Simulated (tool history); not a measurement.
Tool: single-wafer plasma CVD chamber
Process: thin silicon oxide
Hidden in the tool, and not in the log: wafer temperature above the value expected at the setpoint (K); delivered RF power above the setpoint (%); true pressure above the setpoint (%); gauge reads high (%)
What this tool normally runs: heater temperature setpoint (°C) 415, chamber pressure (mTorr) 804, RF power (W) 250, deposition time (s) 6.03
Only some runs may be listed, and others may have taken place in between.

| run | hour | heater temperature setpoint (°C) | chamber pressure (mTorr) | RF power (W) | deposition time (s) | wafers since the last listed run | hours since the last thermocouple change | hours since the last RF generator calibration | hours since the last manometer calibration | hours since the showerhead was replaced | hours since the gauge calibration | read-back reference wafer on the same gauge, thickness_nm | mean film thickness on the monitor wafer (angstrom) |
|---|---|---|---|---|---|---|---|---|---|---|---|---|---|
| 1 | 0 | 415 | 804 | 250 | 6.03 | 0 | 1199.2 | 305 | 534.1 | 3186.3 | 662.3 | 11.703 | 100.11 |
| 2 | 24.8 | 415 | 729 | 250 | 6.03 | 1007 | 1224 | 329.8 | 558.9 | 3211.1 | 687.1 | 11.702 | 91.96 |
| 3 | 78 | 415 | 729 | 250 | 6.03 | 2161 | 1277.2 | 383 | 612.1 | 3264.3 | 740.3 | 11.706 | 92.35 |
| 4 | 107.4 | 415 | 804 | 250 | 6.03 | 1194 | 1306.6 | 412.4 | 641.5 | 3293.7 | 769.7 | 11.702 | 98.62 |
|  | 150.6 | showerhead replaced |
| 5 | 179.1 | 415 | 804 | 250 | 6.03 | 2588 | 1378.3 | 484.1 | 713.2 | 28.5 | 841.4 | 11.678 | 97.63 |
| 6 | 221.7 | 415 | 804 | 250 | 6.03 | 1730 | 1420.9 | 526.7 | 755.8 | 71.1 | 884 | 11.701 | 98.27 |
| 7 | 287 | 423 | 690 | 250 | 6.03 | 2653 | 1486.2 | 592 | 821.1 | 136.4 | 949.3 | 11.69 | 87.94 |
| 8 | 325.4 | 415 | 804 | 235 | 4.93 | 1560 | 1524.6 | 630.4 | 859.5 | 174.8 | 987.7 | 11.723 | 78.68 |
| 9 | 370.4 | 402 | 804 | 250 | 6.03 | 1828 | 1569.6 | 675.4 | 904.5 | 219.8 | 1032.7 | 11.7 | 98.92 |
| 10 | 408.7 | 410 | 859 | 280 | 6.9 | 1556 | 1607.9 | 713.7 | 942.8 | 258.1 | 1071 | 11.699 | 125.44 |
|  | 471.4 | RF generator calibrated |
| 11 | 471.9 | 410 | 876 | 250 | 5.59 | 2242 | 1671.1 | 0.5 | 1006 | 321.3 | 1134.2 | 11.701 | 100.45 |
|  | 492 | capacitance manometer re-zeroed and calibrated |
| 12 | 523.6 | 401 | 951 | 220 | 6.41 | 1775 | 1722.8 | 52.2 | 31.6 | 373 | 1185.9 | 11.709 | 114.41 |
| 13 | 559.4 | 424 | 930 | 205 | 7.22 | 1454 | 1758.6 | 88 | 67.4 | 408.8 | 1221.7 | 11.688 | 119.29 |
| 14 | 621.3 | 415 | 804 | 250 | 6.03 | 2515 | 1820.5 | 149.9 | 129.3 | 470.7 | 1283.6 | 11.692 | 99.37 |
| 15 | 672.5 | 406 | 804 | 250 | 6.96 | 2080 | 1871.7 | 201.1 | 180.5 | 521.9 | 1334.8 | 11.709 | 115.01 |
|  | 691.7 | thermocouple changed; heater temperature recalibrated |
| 16 | 715.9 | 415 | 804 | 295 | 6.03 | 1438 | 24.2 | 244.5 | 223.9 | 565.3 | 1378.2 | 11.679 | 107.83 |
| 17 | 776.7 | 415 | 804 | 250 | 6.03 | 2470 | 85 | 305.3 | 284.7 | 626.1 | 1439 | 11.7 | 99.39 |
| 18 | 824.8 | 415 | 896 | 215 | 6.03 | 1954 | 133.1 | 353.4 | 332.8 | 674.2 | 1487.1 | 11.697 | 99.62 |
| 19 | 863.2 | 415 | 961 | 250 | 5.04 | 1560 | 171.5 | 391.8 | 371.2 | 712.6 | 1525.5 | 11.704 | 94.12 |
|  | 866 | gauge calibrated |
| 20 | 932.4 | 423 | 690 | 250 | 6.03 | 2811 | 240.7 | 461 | 440.4 | 781.8 | 66.4 | 11.723 | 87.39 |
| 21 | 1028.5 | 415 | 804 | 250 | 7.11 | 3904 | 336.8 | 557.1 | 536.5 | 877.9 | 162.5 | 11.694 | 116.98 |
| 22 | 1058.4 | 415 | 804 | 250 | 6.03 | 1214 | 366.7 | 587 | 566.4 | 907.8 | 192.4 | 11.727 | 99.31 |
| 23 | 1085.9 | 415 | 804 | 265 | 5.14 | 1117 | 394.2 | 614.5 | 593.9 | 935.3 | 219.9 | 11.7 | 86.69 |
| 24 | 1153.4 | 415 | 642 | 250 | 6.03 | 2742 | 461.7 | 682 | 661.4 | 1002.8 | 287.4 | 11.713 | 83.41 |
| 25 | 1200 | 415 | 804 | 250 | 6.03 | 1893 | 508.3 | 728.6 | 708 | 1049.4 | 334 | 11.701 | 99.44 |
| 26 | 1271.9 | 411 | 804 | 250 | 6.03 | 2921 | 580.2 | 800.5 | 779.9 | 1121.3 | 405.9 | 11.683 | 98.46 |
|  | 1305.2 | RF generator calibrated |
| 27 | 1336.8 | 428 | 955 | 250 | 6.03 | 2312 | 645.1 | 31.6 | 844.8 | 1186.2 | 470.8 | 11.704 | 111.9 |
| 28 | 1390.1 | 415 | 804 | 205 | 6.03 | 2165 | 698.4 | 84.9 | 898.1 | 1239.5 | 524.1 | 11.696 | 90.38 |

5 options for the next run, each taken on its own from the tool as it stands now. Forecast them:
| A | 1390.5 | 415 | 804 | 250 | 6.03 | 16 | 698.8 | 85.3 | 898.5 | 1239.9 | 524.5 | ? | ? |
| B | 1390.5 | 409 | 679 | 250 | 6.81 | 16 | 698.8 | 85.3 | 898.5 | 1239.9 | 524.5 | ? | ? |
| C | 1390.5 | 415 | 676 | 200 | 7.16 | 16 | 698.8 | 85.3 | 898.5 | 1239.9 | 524.5 | ? | ? |
| D | 1390.5 | 408 | 669 | 230 | 4.89 | 16 | 698.8 | 85.3 | 898.5 | 1239.9 | 524.5 | ? | ? |
| E | 1390.5 | 415 | 804 | 205 | 5.64 | 16 | 698.8 | 85.3 | 898.5 | 1239.9 | 524.5 | ? | ? |

| run | read-back reference wafer on the same gauge, thickness_nm | mean film thickness on the monitor wafer (angstrom) |
|---|---|---|
| A | 11.698 | 99.86 |
| B | 11.698 | 99.38 |
| C | 11.698 | 92.7 |
| D | 11.698 | 67.81 |
| E | 11.698 | 84.6 |
Had the tool no hidden state, the same runs would have come out as:
| run | mean film thickness on the monitor wafer (angstrom) |
|---|---|
| A | 100.67 |
| B | 100.19 |
| C | 93.52 |
| D | 68.36 |
| E | 85.34 |
